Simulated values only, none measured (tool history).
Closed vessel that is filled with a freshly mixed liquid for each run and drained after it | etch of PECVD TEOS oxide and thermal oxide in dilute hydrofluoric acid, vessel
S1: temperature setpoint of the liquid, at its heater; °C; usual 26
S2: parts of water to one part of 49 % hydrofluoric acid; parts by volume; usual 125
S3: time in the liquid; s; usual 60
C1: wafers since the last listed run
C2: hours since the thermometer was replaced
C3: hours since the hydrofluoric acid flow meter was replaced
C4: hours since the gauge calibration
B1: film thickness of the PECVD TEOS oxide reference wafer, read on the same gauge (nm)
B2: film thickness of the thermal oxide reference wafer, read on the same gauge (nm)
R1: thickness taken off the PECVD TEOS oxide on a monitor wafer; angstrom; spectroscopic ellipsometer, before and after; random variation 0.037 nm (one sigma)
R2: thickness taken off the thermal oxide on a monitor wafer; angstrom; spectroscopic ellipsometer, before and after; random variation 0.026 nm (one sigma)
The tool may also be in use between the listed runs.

{"run": 1, "day": 0.0, "S1": 26, "S2": 125, "S3": 60, "C1": 0, "C2": 1483.1, "C3": 1213.1, "C4": 292.3, "B1": 150, "B2": 39.966, "R1": 84.8, "R2": 22.56}
{"run": 2, "day": 0.379, "S1": 26, "S2": 125, "S3": 60, "C1": 1259, "C2": 1492.2, "C3": 1222.2, "C4": 301.4, "B1": 149.99, "B2": 39.993, "R1": 84.5, "R2": 22.14}
{"run": 3, "day": 1.079, "S1": 26, "S2": 125, "S3": 60, "C1": 2325, "C2": 1509, "C3": 1239, "C4": 318.2, "B1": 150, "B2": 39.983, "R1": 85.2, "R2": 22.21}
{"run": 4, "day": 1.671, "S1": 26, "S2": 125, "S3": 60, "C1": 1965, "C2": 1523.2, "C3": 1253.2, "C4": 332.4, "B1": 150, "B2": 40.023, "R1": 84.2, "R2": 21.95}
{"run": 5, "day": 2.279, "S1": 26, "S2": 125, "S3": 60, "C1": 2020, "C2": 1537.8, "C3": 1267.8, "C4": 347, "B1": 150.01, "B2": 39.987, "R1": 84.8, "R2": 22.43}
{"run": 6, "day": 2.942, "S1": 26, "S2": 125, "S3": 60, "C1": 2200, "C2": 1553.7, "C3": 1283.7, "C4": 362.9, "B1": 150, "B2": 40.029, "R1": 84.6, "R2": 22.19}
{"run": 7, "day": 3.633, "S1": 26, "S2": 125, "S3": 60, "C1": 2297, "C2": 1570.3, "C3": 1300.3, "C4": 379.5, "B1": 150.02, "B2": 39.931, "R1": 83.8, "R2": 22.08}
{"day": 4.125, "done": "gauge calibrated"}
{"run": 8, "day": 4.312, "S1": 22, "S2": 165, "S3": 40, "C1": 2255, "C2": 1586.6, "C3": 1316.6, "C4": 4.5, "B1": 149.99, "B2": 39.975, "R1": 34.8, "R2": 8.95}
{"run": 9, "day": 5.042, "S1": 30, "S2": 160, "S3": 85, "C1": 2421, "C2": 1604.1, "C3": 1334.1, "C4": 22, "B1": 150.01, "B2": 40.053, "R1": 102, "R2": 26.97}
{"run": 10, "day": 5.354, "S1": 26, "S2": 125, "S3": 35, "C1": 1037, "C2": 1611.6, "C3": 1341.6, "C4": 29.5, "B1": 150.02, "B2": 39.961, "R1": 48.6, "R2": 12.57}
{"day": 5.775, "done": "thermometer replaced"}
{"run": 11, "day": 6.021, "S1": 30, "S2": 125, "S3": 60, "C1": 2075, "C2": 5.9, "C3": 1357.6, "C4": 45.5, "B1": 149.98, "B2": 39.947, "R1": 97, "R2": 25.51}
{"run": 12, "day": 6.542, "S1": 26, "S2": 125, "S3": 60, "C1": 1729, "C2": 18.4, "C3": 1370.1, "C4": 58, "B1": 150.03, "B2": 40.033, "R1": 83.8, "R2": 21.69}
{"day": 6.908, "done": "hydrofluoric acid flow meter replaced"}
{"run": 13, "day": 6.996, "S1": 29, "S2": 90, "S3": 90, "C1": 1370, "C2": 29.3, "C3": 2.1, "C4": 68.9, "B1": 149.99, "B2": 40.032, "R1": 222.9, "R2": 58.52}
{"run": 14, "day": 7.671, "S1": 26, "S2": 125, "S3": 60, "C1": 2241, "C2": 45.5, "C3": 18.3, "C4": 85.1, "B1": 150, "B2": 40.051, "R1": 90.9, "R2": 23.99}
{"run": 15, "day": 8.317, "S1": 28, "S2": 125, "S3": 60, "C1": 2145, "C2": 61, "C3": 33.8, "C4": 100.6, "B1": 150, "B2": 40.03, "R1": 98.3, "R2": 25.7}
{"run": 16, "day": 8.967, "S1": 26, "S2": 155, "S3": 60, "C1": 2158, "C2": 76.6, "C3": 49.4, "C4": 116.2, "B1": 150, "B2": 40.002, "R1": 70.5, "R2": 18.82}
{"run": 17, "day": 9.375, "S1": 21, "S2": 85, "S3": 95, "C1": 1356, "C2": 86.4, "C3": 59.2, "C4": 126, "B1": 150.01, "B2": 39.977, "R1": 181.8, "R2": 48.36}
{"run": 18, "day": 10.067, "S1": 26, "S2": 75, "S3": 60, "C1": 2297, "C2": 103, "C3": 75.8, "C4": 142.6, "B1": 149.98, "B2": 39.979, "R1": 162, "R2": 41.65}
{"run": 19, "day": 10.471, "S1": 21.5, "S2": 125, "S3": 95, "C1": 1342, "C2": 112.7, "C3": 85.5, "C4": 152.3, "B1": 150.02, "B2": 39.988, "R1": 120.4, "R2": 31.78}
{"run": 20, "day": 10.829, "S1": 30.5, "S2": 175, "S3": 75, "C1": 1190, "C2": 121.3, "C3": 94.1, "C4": 160.9, "B1": 149.99, "B2": 39.971, "R1": 89.7, "R2": 24.03}
{"run": 21, "day": 11.454, "S1": 26, "S2": 125, "S3": 95, "C1": 2075, "C2": 136.3, "C3": 109.1, "C4": 175.9, "B1": 150.01, "B2": 39.931, "R1": 143.2, "R2": 37.64}
{"run": 22, "day": 11.858, "S1": 26, "S2": 175, "S3": 90, "C1": 1342, "C2": 146, "C3": 118.8, "C4": 185.6, "B1": 150, "B2": 39.997, "R1": 90.7, "R2": 23.87}
{"run": 23, "day": 12.542, "S1": 24, "S2": 150, "S3": 75, "C1": 2269, "C2": 162.4, "C3": 135.2, "C4": 202, "B1": 149.98, "B2": 40.039, "R1": 85.1, "R2": 22.18}
{"run": 24, "day": 12.838, "S1": 28, "S2": 125, "S3": 75, "C1": 982, "C2": 169.5, "C3": 142.3, "C4": 209.1, "B1": 149.99, "B2": 40.018, "R1": 122.4, "R2": 32.04}
{"run": 25, "day": 13.15, "S1": 29, "S2": 155, "S3": 40, "C1": 1037, "C2": 177, "C3": 149.8, "C4": 216.6, "B1": 150, "B2": 40.052, "R1": 52.3, "R2": 14.03}
{"run": 26, "day": 13.833, "S1": 26, "S2": 125, "S3": 60, "C1": 2269, "C2": 193.4, "C3": 166.2, "C4": 233, "B1": 150, "B2": 40.041, "R1": 90.6, "R2": 23.58}

4 ways to go on from here, each from the tool as it stands after run 26. What would each give?
{"run": "A", "day": 13.862, "S1": 22.5, "S2": 125, "S3": 60, "C1": 96, "C2": 194.1, "C3": 166.9, "C4": 233.7, "B1": "?", "B2": "?", "R1": "?", "R2": "?"}
{"run": "B", "day": 13.862, "S1": 22.5, "S2": 125, "S3": 95, "C1": 96, "C2": 194.1, "C3": 166.9, "C4": 233.7, "B1": "?", "B2": "?", "R1": "?", "R2": "?"}
{"run": "C", "day": 13.862, "S1": 26, "S2": 160, "S3": 30, "C1": 96, "C2": 194.1, "C3": 166.9, "C4": 233.7, "B1": "?", "B2": "?", "R1": "?", "R2": "?"}
{"run": "D", "day": 13.862, "S1": 26, "S2": 170, "S3": 90, "C1": 96, "C2": 194.1, "C3": 166.9, "C4": 233.7, "B1": "?", "B2": "?", "R1": "?", "R2": "?"}

run=A B1=150 B2=40.012 R1=78.7 R2=20.89
run=B B1=150 B2=40.012 R1=124.6 R2=33.08
run=C B1=150 B2=40.012 R1=33.7 R2=8.96
run=D B1=150 B2=40.012 R1=94.1 R2=24.99
Without the tool's hidden state the same runs would have given:
run=A R1=80.1 R2=21.25
run=B R1=126.8 R2=33.65
run=C R1=34.3 R2=9.12
run=D R1=95.8 R2=25.44
